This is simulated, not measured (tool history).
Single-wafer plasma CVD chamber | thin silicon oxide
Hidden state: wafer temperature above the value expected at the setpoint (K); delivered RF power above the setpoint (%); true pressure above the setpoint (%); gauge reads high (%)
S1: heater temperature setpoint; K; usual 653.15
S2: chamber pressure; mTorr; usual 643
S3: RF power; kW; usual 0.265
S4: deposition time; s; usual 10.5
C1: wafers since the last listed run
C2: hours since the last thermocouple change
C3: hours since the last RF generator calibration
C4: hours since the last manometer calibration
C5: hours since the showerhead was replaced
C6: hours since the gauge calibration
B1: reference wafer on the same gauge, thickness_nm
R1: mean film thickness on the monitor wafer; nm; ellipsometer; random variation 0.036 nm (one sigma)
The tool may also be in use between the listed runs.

run,hour,S1,S2,S3,S4,C1,C2,C3,C4,C5,C6,B1,R1
1,0.0,642.15,643,0.230,10.5,0,1156.0,745.1,1129.8,4927.3,353.7,12.499,13.024
2,74.7,642.15,643,0.230,10.5,2160,1230.7,819.8,1204.5,5002.0,428.4,12.498,13.002
3,111.0,653.15,643,0.265,10.5,1049,1267.0,856.1,1240.8,5038.3,464.7,12.497,13.399
4,214.2,653.15,643,0.265,10.5,2985,1370.2,959.3,1344.0,5141.5,567.9,12.503,13.450
5,251.7,653.15,643,0.265,10.5,1084,1407.7,996.8,1381.5,5179.0,605.4,12.492,13.373
6,344.7,653.15,643,0.265,10.5,2690,1500.7,1089.8,1474.5,5272.0,698.4,12.509,13.443
7,384.9,653.15,643,0.265,10.5,1162,1540.9,1130.0,1514.7,5312.2,738.6,12.507,13.463
8,456.3,653.15,643,0.265,10.5,2065,1612.3,1201.4,1586.1,5383.6,810.0,12.487,13.414
9,518.3,653.15,643,0.265,11.5,1793,1674.3,1263.4,1648.1,5445.6,872.0,12.514,14.710
10,620.0,663.15,643,0.265,11.4,2941,1776.0,1365.1,1749.8,5547.3,973.7,12.502,14.439
# hour 661.3: thermocouple changed; heater temperature recalibrated
11,674.3,663.15,643,0.265,11.4,1339,13.0,1419.4,1804.1,5601.6,1028.0,12.504,14.487
# hour 685.9: capacitance manometer re-zeroed and calibrated
12,771.9,653.15,643,0.265,10.1,2591,110.6,1517.0,86.0,5699.2,1125.6,12.520,12.680
13,848.8,662.15,643,0.225,10.5,2224,187.5,1593.9,162.9,5776.1,1202.5,12.512,12.542
14,953.4,646.15,572,0.310,9.0,3025,292.1,1698.5,267.5,5880.7,1307.1,12.505,10.712
15,992.1,662.15,643,0.225,10.5,1119,330.8,1737.2,306.2,5919.4,1345.8,12.519,12.557
16,1083.2,653.15,574,0.265,11.9,2635,421.9,1828.3,397.3,6010.5,1436.9,12.508,13.623
17,1167.7,653.15,574,0.265,11.9,2444,506.4,1912.8,481.8,6095.0,1521.4,12.506,13.550
18,1213.7,653.15,643,0.265,12.1,1330,552.4,1958.8,527.8,6141.0,1567.4,12.520,15.203
# hour 1240.1: RF generator calibrated
# hour 1245.9: gauge calibrated
# hour 1310.0: showerhead replaced
19,1310.3,666.15,643,0.265,11.5,2331,649.0,70.2,624.4,0.3,64.4,12.494,14.680
20,1377.6,653.15,536,0.315,8.5,1946,716.3,137.5,691.7,67.6,131.7,12.494,9.781
21,1445.1,653.15,643,0.265,10.5,1952,783.8,205.0,759.2,135.1,199.2,12.504,13.410
22,1532.3,644.15,643,0.265,11.8,2522,871.0,292.2,846.4,222.3,286.4,12.501,15.211
23,1609.4,653.15,643,0.265,10.5,2230,948.1,369.3,923.5,299.4,363.5,12.494,13.433
24,1700.6,649.15,556,0.220,11.3,2637,1039.3,460.5,1014.7,390.6,454.7,12.488,12.226
25,1776.9,653.15,643,0.265,10.5,2206,1115.6,536.8,1091.0,466.9,531.0,12.480,13.396
26,1849.7,653.15,580,0.215,10.5,2105,1188.4,609.6,1163.8,539.7,603.8,12.499,11.656
27,1920.9,648.15,553,0.315,12.5,2059,1259.6,680.8,1235.0,610.9,675.0,12.497,14.744

What the log doesn't show, run by run:
wafer temperature above the value expected at the setpoint (K): 0 in every run
gauge reads high (%): 0 in every run
H1: delivered RF power above the setpoint (%)
H2: true pressure above the setpoint (%)
run,H1,H2
1,-5.69,1.75
2,-5.98,1.85
3,-6.11,1.9
4,-6.45,2.04
5,-6.56,2.09
6,-6.81,2.21
7,-6.91,2.27
8,-7.07,2.36
9,-7.2,2.45
10,-7.38,2.59
11,-7.47,2.66
12,-7.61,0.0661
13,-7.71,0.17
14,-7.82,0.312
15,-7.86,0.364
16,-7.95,0.488
17,-8.01,0.602
18,-8.05,0.665
19,-1.35,0.795
20,-2.06,0.887
21,-2.71,0.978
22,-3.45,1.1
23,-4.04,1.2
24,-4.65,1.32
25,-5.1,1.43
26,-5.49,1.53
27,-5.83,1.62

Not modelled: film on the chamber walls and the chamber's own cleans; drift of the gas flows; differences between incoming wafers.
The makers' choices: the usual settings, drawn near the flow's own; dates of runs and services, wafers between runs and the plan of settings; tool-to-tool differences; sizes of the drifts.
